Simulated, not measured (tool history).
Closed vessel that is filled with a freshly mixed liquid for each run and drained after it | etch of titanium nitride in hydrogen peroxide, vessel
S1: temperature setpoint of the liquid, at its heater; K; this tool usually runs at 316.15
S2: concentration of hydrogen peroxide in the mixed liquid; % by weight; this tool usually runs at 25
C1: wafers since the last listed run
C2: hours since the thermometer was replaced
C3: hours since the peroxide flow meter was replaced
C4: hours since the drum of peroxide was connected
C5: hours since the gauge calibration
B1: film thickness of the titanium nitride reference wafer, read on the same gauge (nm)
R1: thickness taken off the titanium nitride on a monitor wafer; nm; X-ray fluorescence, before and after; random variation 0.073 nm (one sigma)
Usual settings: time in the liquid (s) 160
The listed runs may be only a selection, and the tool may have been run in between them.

Run 1, hour 0: usual settings but S2 27 % by weight; C1 0; C2 1242.7; C3 246.1; C4 828.7; C5 2255.1; B1 149.97. Result: R1 6.78 nm.
At hour 19.1: new drum of peroxide connected.
Run 2, hour 61: usual settings but S2 27 % by weight; C1 7234; C2 1303.7; C3 307.1; C4 41.9; C5 2316.1; B1 149.95. Result: R1 6.9 nm.
Run 3, hour 152.6: usual settings but time in the liquid (s) 220; C1 11044; C2 1395.3; C3 398.7; C4 133.5; C5 2407.7; B1 150.02. Result: R1 9.33 nm.
Run 4, hour 219.6: usual settings but time in the liquid (s) 220; C1 8078; C2 1462.3; C3 465.7; C4 200.5; C5 2474.7; B1 150.04. Result: R1 9.23 nm.
Run 5, hour 263.6: usual settings; C1 5305; C2 1506.3; C3 509.7; C4 244.5; C5 2518.7; B1 150.03. Result: R1 6.6 nm.
Run 6, hour 447.1: usual settings but time in the liquid (s) 190; C1 22125; C2 1689.8; C3 693.2; C4 428; C5 2702.2; B1 149.95. Result: R1 7.81 nm.
Run 7, hour 547.4: usual settings but time in the liquid (s) 190; C1 12093; C2 1790.1; C3 793.5; C4 528.3; C5 2802.5; B1 149.98. Result: R1 7.73 nm.
Run 8, hour 649.2: usual settings but S1 323.15 K, time in the liquid (s) 95; C1 12274; C2 1891.9; C3 895.3; C4 630.1; C5 2904.3; B1 149.98. Result: R1 6.48 nm.
At hour 684: gauge calibrated.
Run 9, hour 716.8: usual settings; C1 8150; C2 1959.5; C3 962.9; C4 697.7; C5 32.8; B1 150.01. Result: R1 6.39 nm.
Run 10, hour 798.8: usual settings; C1 9886; C2 2041.5; C3 1044.9; C4 779.7; C5 114.8; B1 150.03. Result: R1 6.49 nm.
At hour 830.3: new drum of peroxide connected.
Run 11, hour 871.8: usual settings but S2 29 % by weight; C1 8681; C2 2114.5; C3 1117.9; C4 41.5; C5 187.8; B1 149.98. Result: R1 6.66 nm.
At hour 954.2: thermometer replaced.
Run 12, hour 959.8: usual settings but S2 29 % by weight; C1 10489; C2 5.6; C3 1205.9; C4 129.5; C5 275.8; B1 150.01. Result: R1 7.42 nm.
Run 13, hour 1064.2: usual settings but S2 29 % by weight; C1 12587; C2 110; C3 1310.3; C4 233.9; C5 380.2; B1 149.95. Result: R1 7.3 nm.
Run 14, hour 1100.5: usual settings; C1 4376; C2 146.3; C3 1346.6; C4 270.2; C5 416.5; B1 150.04. Result: R1 7.22 nm.
Run 15, hour 1147.6: usual settings but S1 323.65 K, S2 18 % by weight, time in the liquid (s) 70; C1 5678; C2 193.4; C3 1393.7; C4 317.3; C5 463.6; B1 150.03. Result: R1 5.02 nm.
Run 16, hour 1239.2: usual settings but S1 309.65 K, S2 30 % by weight, time in the liquid (s) 110; C1 11044; C2 285; C3 1485.3; C4 408.9; C5 555.2; B1 150. Result: R1 3.15 nm.
Run 17, hour 1276.4: usual settings but S2 27 % by weight; C1 4485; C2 322.2; C3 1522.5; C4 446.1; C5 592.4; B1 149.94. Result: R1 7.23 nm.
Run 18, hour 1353: usual settings but S1 308.65 K, S2 18.5 % by weight, time in the liquid (s) 130; C1 9235; C2 398.8; C3 1599.1; C4 522.7; C5 669; B1 150. Result: R1 3.01 nm.
Run 19, hour 1449.2: usual settings; C1 11599; C2 495; C3 1695.3; C4 618.9; C5 765.2; B1 150.02. Result: R1 6.99 nm.
At hour 1452.9: peroxide flow meter replaced.
Run 20, hour 1522.7: usual settings but S1 312.15 K, S2 27 % by weight; C1 8741; C2 568.5; C3 69.8; C4 692.4; C5 838.7; B1 150.05. Result: R1 5.33 nm.
Run 21, hour 1617.3: usual settings but S1 308.15 K; C1 11406; C2 663.1; C3 164.4; C4 787; C5 933.3; B1 149.97. Result: R1 3.74 nm.
Run 22, hour 1691.2: usual settings but S1 320.15 K, time in the liquid (s) 230; C1 8910; C2 737; C3 238.3; C4 860.9; C5 1007.2; B1 150.04. Result: R1 13.49 nm.
At hour 1756.9: new drum of peroxide connected.
Run 23, hour 1788.9: usual settings; C1 11659; C2 834.7; C3 336; C4 32; C5 1104.9; B1 150.01. Result: R1 6.96 nm.
Run 24, hour 1856.6: usual settings but S1 321.15 K; C1 8162; C2 902.4; C3 403.7; C4 99.7; C5 1172.6; B1 150.01. Result: R1 9.86 nm.
Run 25, hour 1932.2: usual settings but S1 308.65 K, S2 22 % by weight, time in the liquid (s) 225; C1 9115; C2 978; C3 479.3; C4 175.3; C5 1248.2; B1 150.03. Result: R1 5.21 nm.
Run 26, hour 1997.3: usual settings but S1 324.65 K, S2 19.5 % by weight, time in the liquid (s) 125; C1 7849; C2 1043.1; C3 544.4; C4 240.4; C5 1313.3; B1 149.96. Result: R1 9.46 nm.
Run 27, hour 2054.8: usual settings but S2 21.5 % by weight, time in the liquid (s) 230; C1 6932; C2 1100.6; C3 601.9; C4 297.9; C5 1370.8; B1 149.99. Result: R1 9.32 nm.
Run 28, hour 2151.7: usual settings; C1 11683; C2 1197.5; C3 698.8; C4 394.8; C5 1467.7; B1 150.05. Result: R1 6.58 nm.
Run 29, hour 2236: usual settings; C1 10164; C2 1281.8; C3 783.1; C4 479.1; C5 1552; B1 150. Result: R1 6.78 nm.

How would selected steps in R1 from run to run divide? Give the signed amount a tool lacking its hidden state would still show from settings, what came in and random variation, and the signed amount left for the hidden state, including any gauge scatter that is not in both of the compared results.
The tool's hidden condition here consists of: liquid colder than its thermometer reads (K); peroxide flow below the setpoint (%); peroxide weaker than its label (%); gauge reads high (%).
Run 11 -> 12: thermometer replaced. R1 +0.76 nm: hidden state +0.82, all else -0.06.
Run 21 -> 22: S1 308.15 -> 320.15, time in the liquid (s) 160 -> 230. R1 +9.75 nm: hidden state -0.52, all else +10.27.
Run 22 -> 23: S1 320.15 -> 316.15, time in the liquid (s) 230 -> 160, new drum of peroxide connected. R1 -6.53 nm: hidden state +0.3, all else -6.83.

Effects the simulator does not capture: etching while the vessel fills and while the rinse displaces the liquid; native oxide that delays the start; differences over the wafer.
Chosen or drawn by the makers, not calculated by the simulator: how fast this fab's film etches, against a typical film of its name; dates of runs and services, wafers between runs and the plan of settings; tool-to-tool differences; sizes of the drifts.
